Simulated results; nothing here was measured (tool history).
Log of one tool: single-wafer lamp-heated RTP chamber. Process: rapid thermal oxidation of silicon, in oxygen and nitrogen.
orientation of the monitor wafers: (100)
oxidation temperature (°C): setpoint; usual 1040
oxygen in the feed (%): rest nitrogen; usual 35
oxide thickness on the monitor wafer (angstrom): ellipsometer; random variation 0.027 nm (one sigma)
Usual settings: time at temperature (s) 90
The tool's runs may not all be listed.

| run | hour | oxidation temperature (°C) | time at temperature (s) | oxygen in the feed (%) | wafers since the last listed run | wafers since the last pyrometer calibration | hours since the oxygen flow controller was replaced | hours since the gauge calibration | read-back reference wafer on the same gauge, thickness | oxide thickness on the monitor wafer (angstrom) |
|---|---|---|---|---|---|---|---|---|---|---|
| 1 | 0 | 1021 | 90 | 35 | 0 | 1676 | 2450.1 | 217.6 | 6.851 | 57.51 |
| 2 | 34.6 | 1021 | 90 | 35 | 227 | 1903 | 2484.7 | 252.2 | 6.842 | 57.21 |
| 3 | 64.8 | 1040 | 90 | 35 | 198 | 2101 | 2514.9 | 282.4 | 6.853 | 65.41 |
| 4 | 120.3 | 1040 | 90 | 35 | 364 | 2466 | 2570.4 | 337.9 | 6.846 | 64.66 |
| 5 | 162.6 | 1040 | 90 | 35 | 277 | 2743 | 2612.7 | 380.2 | 6.845 | 64.46 |
| 6 | 222.4 | 1040 | 90 | 35 | 392 | 3135 | 2672.5 | 440 | 6.849 | 65.35 |
| 7 | 287.8 | 1040 | 90 | 35 | 429 | 3565 | 2737.9 | 505.4 | 6.856 | 65.5 |
| 8 | 322.9 | 1040 | 90 | 35 | 230 | 3795 | 2773 | 540.5 | 6.855 | 64.85 |
| 9 | 357.5 | 1062 | 90 | 35 | 227 | 4022 | 2807.6 | 575.1 | 6.835 | 75.54 |
| 10 | 386.3 | 1040 | 90 | 19 | 188 | 4211 | 2836.4 | 603.9 | 6.838 | 52.67 |
| 11 | 411.6 | 1040 | 90 | 35 | 166 | 4377 | 2861.7 | 629.2 | 6.853 | 65.16 |
|  | 481.8 | gauge calibrated |
|  | 482.8 | pyrometer window cleaned and pyrometer calibrated |
| 12 | 483.3 | 1030 | 134 | 25 | 417 | 3 | 2933.4 | 1.5 | 6.848 | 64.61 |
|  | 523.3 | oxygen flow controller replaced |
| 13 | 548.8 | 1040 | 90 | 17 | 377 | 380 | 25.5 | 67 | 6.855 | 50.64 |
| 14 | 589.9 | 1025 | 106 | 17 | 269 | 650 | 66.6 | 108.1 | 6.841 | 49.84 |
| 15 | 656.3 | 1021 | 61 | 57 | 435 | 1086 | 133 | 174.5 | 6.85 | 57 |
| 16 | 701.1 | 1040 | 114 | 35 | 293 | 1379 | 177.8 | 219.3 | 6.857 | 72.64 |

Forecast each of these 5 alternatives for the next run:
| A | 701.5 | 1040 | 90 | 35 | 2 | 1382 | 178.2 | 219.7 | ? | ? |
| B | 701.5 | 1053 | 134 | 53 | 2 | 1382 | 178.2 | 219.7 | ? | ? |
| C | 701.5 | 1021 | 120 | 63 | 2 | 1382 | 178.2 | 219.7 | ? | ? |
| D | 701.5 | 1024 | 60 | 26 | 2 | 1382 | 178.2 | 219.7 | ? | ? |
| E | 701.5 | 1064 | 131 | 35 | 2 | 1382 | 178.2 | 219.7 | ? | ? |

| run | read-back reference wafer on the same gauge, thickness | oxide thickness on the monitor wafer (angstrom) |
|---|---|---|
| A | 6.844 | 65.26 |
| B | 6.844 | 99.04 |
| C | 6.844 | 80.04 |
| D | 6.844 | 44.53 |
| E | 6.844 | 90.92 |
Without the tool's hidden state the same runs would have given:
| run | oxide thickness on the monitor wafer (angstrom) |
|---|---|
| A | 65.26 |
| B | 99.04 |
| C | 80.04 |
| D | 44.53 |
| E | 90.92 |
